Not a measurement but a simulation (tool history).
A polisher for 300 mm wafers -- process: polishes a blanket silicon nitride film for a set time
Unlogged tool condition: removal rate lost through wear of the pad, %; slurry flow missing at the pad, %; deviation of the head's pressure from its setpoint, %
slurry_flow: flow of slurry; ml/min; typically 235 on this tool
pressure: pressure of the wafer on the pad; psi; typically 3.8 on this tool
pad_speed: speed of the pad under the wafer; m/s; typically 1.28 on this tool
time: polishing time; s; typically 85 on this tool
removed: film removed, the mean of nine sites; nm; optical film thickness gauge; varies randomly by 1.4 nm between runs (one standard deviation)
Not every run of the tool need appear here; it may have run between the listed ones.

| run | hour | slurry_flow | pressure | pad_speed | time | wafers since the last listed run | wafers polished on this pad | hours since the slurry nozzle was cleaned | hours since the head pressure was calibrated | incoming thickness of the incoming film, nm | removed |
|---|---|---|---|---|---|---|---|---|---|---|---|
| 1 | 0.0 | 235 | 3.8 | 1.28 | 85 | 0 | 2862 | 375.5 | 704.7 | 570.4 | 199.8 |
|  | 23.2 | worn pad replaced by a new one |
| 2 | 50.3 | 235 | 2.8 | 1.28 | 85 | 274 | 160 | 425.8 | 755.0 | 562.3 | 161.7 |
| 3 | 81.6 | 235 | 3.8 | 1.28 | 85 | 185 | 345 | 457.1 | 786.3 | 567.6 | 214.4 |
| 4 | 111.4 | 235 | 3.8 | 1.28 | 85 | 176 | 522 | 486.9 | 816.1 | 567.3 | 214.1 |
|  | 119.4 | slurry nozzle cleaned |
| 5 | 168.0 | 235 | 2.9 | 1.28 | 85 | 329 | 851 | 48.6 | 872.7 | 565.6 | 164.0 |
| 6 | 196.8 | 235 | 3.8 | 1.28 | 85 | 170 | 1021 | 77.4 | 901.5 | 556.0 | 212.5 |
|  | 227.1 | head pressure recalibrated |
| 7 | 261.3 | 235 | 3.8 | 1.28 | 85 | 370 | 1391 | 141.9 | 34.2 | 568.0 | 207.3 |
| 8 | 328.8 | 235 | 3.8 | 1.28 | 85 | 399 | 1791 | 209.4 | 101.7 | 564.7 | 207.6 |
| 9 | 389.4 | 235 | 3.8 | 1.28 | 85 | 358 | 2150 | 270.0 | 162.3 | 561.9 | 204.7 |
| 10 | 458.0 | 235 | 3.8 | 1.28 | 85 | 406 | 2556 | 338.6 | 230.9 | 552.7 | 205.5 |
| 11 | 572.9 | 235 | 3.8 | 1.28 | 85 | 680 | 3236 | 453.5 | 345.8 | 558.2 | 201.3 |
|  | 587.3 | worn pad replaced by a new one |
|  | 589.1 | slurry nozzle cleaned |
| 12 | 631.2 | 235 | 3.8 | 1.28 | 85 | 315 | 254 | 42.1 | 404.1 | 559.9 | 215.9 |
| 13 | 662.2 | 235 | 3.8 | 1.28 | 85 | 183 | 437 | 73.1 | 435.1 | 563.4 | 212.5 |
| 14 | 860.2 | 235 | 3.8 | 1.28 | 85 | 1172 | 1609 | 271.1 | 633.1 | 558.6 | 209.1 |
| 15 | 897.7 | 235 | 3.8 | 1.52 | 85 | 222 | 1831 | 308.6 | 670.6 | 558.2 | 236.5 |
| 16 | 942.7 | 235 | 3.0 | 1.02 | 108 | 266 | 2098 | 353.6 | 715.6 | 557.1 | 173.9 |
| 17 | 983.3 | 235 | 3.8 | 1.28 | 85 | 240 | 2338 | 394.2 | 756.2 | 554.6 | 203.2 |
| 18 | 1027.5 | 235 | 3.8 | 1.28 | 85 | 261 | 2600 | 438.4 | 800.4 | 556.0 | 201.1 |
| 19 | 1056.7 | 235 | 5.0 | 1.58 | 58 | 172 | 2773 | 467.6 | 829.6 | 560.7 | 211.8 |
|  | 1107.3 | slurry nozzle cleaned |
|  | 1141.1 | worn pad replaced by a new one |
| 20 | 1166.3 | 175 | 4.7 | 1.28 | 77 | 619 | 149 | 59.0 | 939.2 | 561.7 | 232.7 |
|  | 1169.9 | head pressure recalibrated |
| 21 | 1215.0 | 280 | 3.8 | 1.28 | 85 | 276 | 425 | 107.7 | 45.1 | 560.7 | 216.2 |
| 22 | 1242.4 | 270 | 3.8 | 1.00 | 115 | 162 | 587 | 135.1 | 72.5 | 554.2 | 238.3 |
| 23 | 1271.0 | 235 | 3.8 | 1.28 | 85 | 169 | 757 | 163.7 | 101.1 | 563.2 | 207.8 |
| 24 | 1310.6 | 275 | 3.8 | 1.28 | 85 | 234 | 991 | 203.3 | 140.7 | 566.8 | 214.9 |
| 25 | 1380.8 | 160 | 4.2 | 1.14 | 111 | 415 | 1407 | 273.5 | 210.9 | 557.9 | 259.7 |
| 26 | 1444.0 | 235 | 3.8 | 1.28 | 85 | 374 | 1781 | 336.7 | 274.1 | 558.0 | 206.1 |
| 27 | 1512.4 | 235 | 3.8 | 1.28 | 60 | 404 | 2186 | 405.1 | 342.5 | 549.0 | 144.2 |
| 28 | 1570.1 | 155 | 2.8 | 1.28 | 68 | 341 | 2528 | 462.8 | 400.2 | 551.6 | 116.4 |
|  | 1608.8 | worn pad replaced by a new one |
| 29 | 1610.5 | 165 | 3.8 | 1.08 | 98 | 215 | 9 | 503.2 | 440.6 | 566.8 | 207.5 |
| 30 | 1647.5 | 235 | 3.8 | 1.28 | 76 | 219 | 229 | 540.2 | 477.6 | 559.2 | 190.4 |
|  | 1700.0 | slurry nozzle cleaned |
| 31 | 1702.9 | 235 | 3.8 | 1.16 | 85 | 322 | 551 | 2.9 | 533.0 | 560.0 | 194.7 |
| 32 | 1750.3 | 235 | 3.1 | 1.06 | 85 | 280 | 831 | 50.3 | 580.4 | 567.7 | 150.4 |
| 33 | 1797.0 | 235 | 3.2 | 1.62 | 85 | 276 | 1108 | 97.0 | 627.1 | 554.9 | 214.1 |
| 34 | 1867.7 | 235 | 3.4 | 1.28 | 85 | 418 | 1526 | 167.7 | 697.8 | 566.1 | 186.7 |
| 35 | 1910.9 | 235 | 5.0 | 1.28 | 85 | 255 | 1782 | 210.9 | 741.0 | 568.4 | 269.6 |
| 36 | 1958.2 | 215 | 3.8 | 1.28 | 85 | 280 | 2062 | 258.2 | 788.3 | 564.7 | 203.8 |
| 37 | 2019.9 | 275 | 4.6 | 1.28 | 85 | 365 | 2427 | 319.9 | 850.0 | 548.3 | 247.7 |

Below are 4 alternative next runs, each starting from the tool's condition after run 37. Predict each:
| A | 2020.4 | 235 | 3.8 | 0.96 | 85 | 2 | 2430 | 320.4 | 850.5 | 559.9 | ? |
| B | 2020.4 | 235 | 5.0 | 1.66 | 63 | 2 | 2430 | 320.4 | 850.5 | 559.9 | ? |
| C | 2020.4 | 235 | 4.3 | 1.28 | 69 | 2 | 2430 | 320.4 | 850.5 | 559.9 | ? |
| D | 2020.4 | 290 | 3.8 | 1.28 | 85 | 2 | 2430 | 320.4 | 850.5 | 559.9 | ? |

| run | removed |
|---|---|
| A | 161.5 |
| B | 239.1 |
| C | 184.7 |
| D | 206.0 |
The same runs, with their run-to-run variation unchanged, on a tool lacking any hidden condition would have given:
| run | removed |
|---|---|
| A | 171.6 |
| B | 254.1 |
| C | 196.3 |
| D | 219.0 |
